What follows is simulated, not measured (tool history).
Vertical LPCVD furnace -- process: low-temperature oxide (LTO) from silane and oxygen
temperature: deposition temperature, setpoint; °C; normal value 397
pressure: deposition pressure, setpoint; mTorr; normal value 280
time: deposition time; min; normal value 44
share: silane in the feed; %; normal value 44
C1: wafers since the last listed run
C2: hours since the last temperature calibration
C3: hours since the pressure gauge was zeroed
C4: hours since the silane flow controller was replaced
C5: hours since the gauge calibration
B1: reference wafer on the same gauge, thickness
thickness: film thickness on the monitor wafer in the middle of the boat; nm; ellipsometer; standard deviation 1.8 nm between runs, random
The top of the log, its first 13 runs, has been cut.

Run 14, hour 316.9: usual settings; C1 502; C2 108.2; C3 2467.7; C4 129.9; C5 58.4; B1 645.92. Result: thickness 581.48 nm.
Run 15, hour 341.2: usual settings but share 48 %; C1 367; C2 132.5; C3 2492; C4 154.2; C5 82.7; B1 645.72. Result: thickness 634.34 nm.
Run 16, hour 364.1: usual settings but temperature 386 °C, share 50 %; C1 346; C2 155.4; C3 2514.9; C4 177.1; C5 105.6; B1 644.77. Result: thickness 583.21 nm.
Run 17, hour 376.3: usual settings but pressure 260 mTorr, time 59 min; C1 184; C2 167.6; C3 2527.1; C4 189.3; C5 117.8; B1 646.99. Result: thickness 723.55 nm.
Run 18, hour 390: usual settings; C1 207; C2 181.3; C3 2540.8; C4 203; C5 131.5; B1 646.31. Result: thickness 580.41 nm.
Run 19, hour 423.9: usual settings; C1 512; C2 215.2; C3 2574.7; C4 236.9; C5 165.4; B1 646.25. Result: thickness 581.73 nm.
Run 20, hour 437.2: usual settings but temperature 389 °C; C1 201; C2 228.5; C3 2588; C4 250.2; C5 178.7; B1 645.86. Result: thickness 533.67 nm.
Run 21, hour 472.5: usual settings but temperature 402 °C; C1 533; C2 263.8; C3 2623.3; C4 285.5; C5 214; B1 645.24. Result: thickness 617.09 nm.
At hour 504.1: pressure gauge zeroed.
Run 22, hour 507.8: usual settings but temperature 409 °C, time 37.5 min, share 39 %; C1 170; C2 299.1; C3 3.7; C4 320.8; C5 249.3; B1 645.53. Result: thickness 464.99 nm.
Run 23, hour 521.5: usual settings but temperature 391 °C, time 51.5 min; C1 207; C2 312.8; C3 17.4; C4 334.5; C5 263; B1 645.85. Result: thickness 599.04 nm.
Run 24, hour 537: usual settings; C1 234; C2 328.3; C3 32.9; C4 350; C5 278.5; B1 646.43. Result: thickness 548.76 nm.
Run 25, hour 570.3: usual settings but temperature 386 °C, pressure 220 mTorr, time 51 min, share 47 %; C1 503; C2 361.6; C3 66.2; C4 383.3; C5 311.8; B1 646.23. Result: thickness 472.12 nm.
Run 26, hour 591: usual settings but temperature 403 °C; C1 313; C2 382.3; C3 86.9; C4 404; C5 332.5; B1 645.37. Result: thickness 588.67 nm.
Run 27, hour 614: usual settings but temperature 388 °C, pressure 260 mTorr, share 38 %; C1 347; C2 405.3; C3 109.9; C4 427; C5 355.5; B1 645.64. Result: thickness 387.64 nm.
Run 28, hour 635.5: usual settings but temperature 386 °C, pressure 255 mTorr, time 34.5 min, share 50 %; C1 325; C2 426.8; C3 131.4; C4 448.5; C5 377; B1 644.88. Result: thickness 394.44 nm.
Run 29, hour 666.7: usual settings; C1 471; C2 458; C3 162.6; C4 479.7; C5 408.2; B1 645.82. Result: thickness 549.75 nm.
Run 30, hour 696.7: usual settings but pressure 300 mTorr; C1 453; C2 488; C3 192.6; C4 509.7; C5 438.2; B1 645.87. Result: thickness 588.1 nm.
Run 31, hour 721.5: usual settings but temperature 407 °C, pressure 305 mTorr, time 28 min, share 40 %; C1 375; C2 512.8; C3 217.4; C4 534.5; C5 463; B1 646.51. Result: thickness 379.79 nm.
Run 32, hour 738.3: usual settings; C1 254; C2 529.6; C3 234.2; C4 551.3; C5 479.8; B1 644.87. Result: thickness 548.8 nm.

3 ways to go on from here, each from the tool as it stands after run 32. What would each give?
Run A, hour 743.3: usual settings but time 32.5 min; C1 75; C2 534.6; C3 239.2; C4 556.3; C5 484.8; B1 ?. Result: thickness ?.
Run B, hour 743.3: usual settings but time 55 min; C1 75; C2 534.6; C3 239.2; C4 556.3; C5 484.8; B1 ?. Result: thickness ?.
Run C, hour 743.3: usual settings but pressure 230 mTorr, time 49 min, share 48 %; C1 75; C2 534.6; C3 239.2; C4 556.3; C5 484.8; B1 ?. Result: thickness ?.

run      B1  thickness
  A  646.43     408.02
  B  646.43     690.49
  C  646.43      551.5
The same runs, with their run-to-run variation unchanged, on a tool lacking any hidden condition would have given:
run  thickness
  A     406.77
  B     688.39
  C     549.46
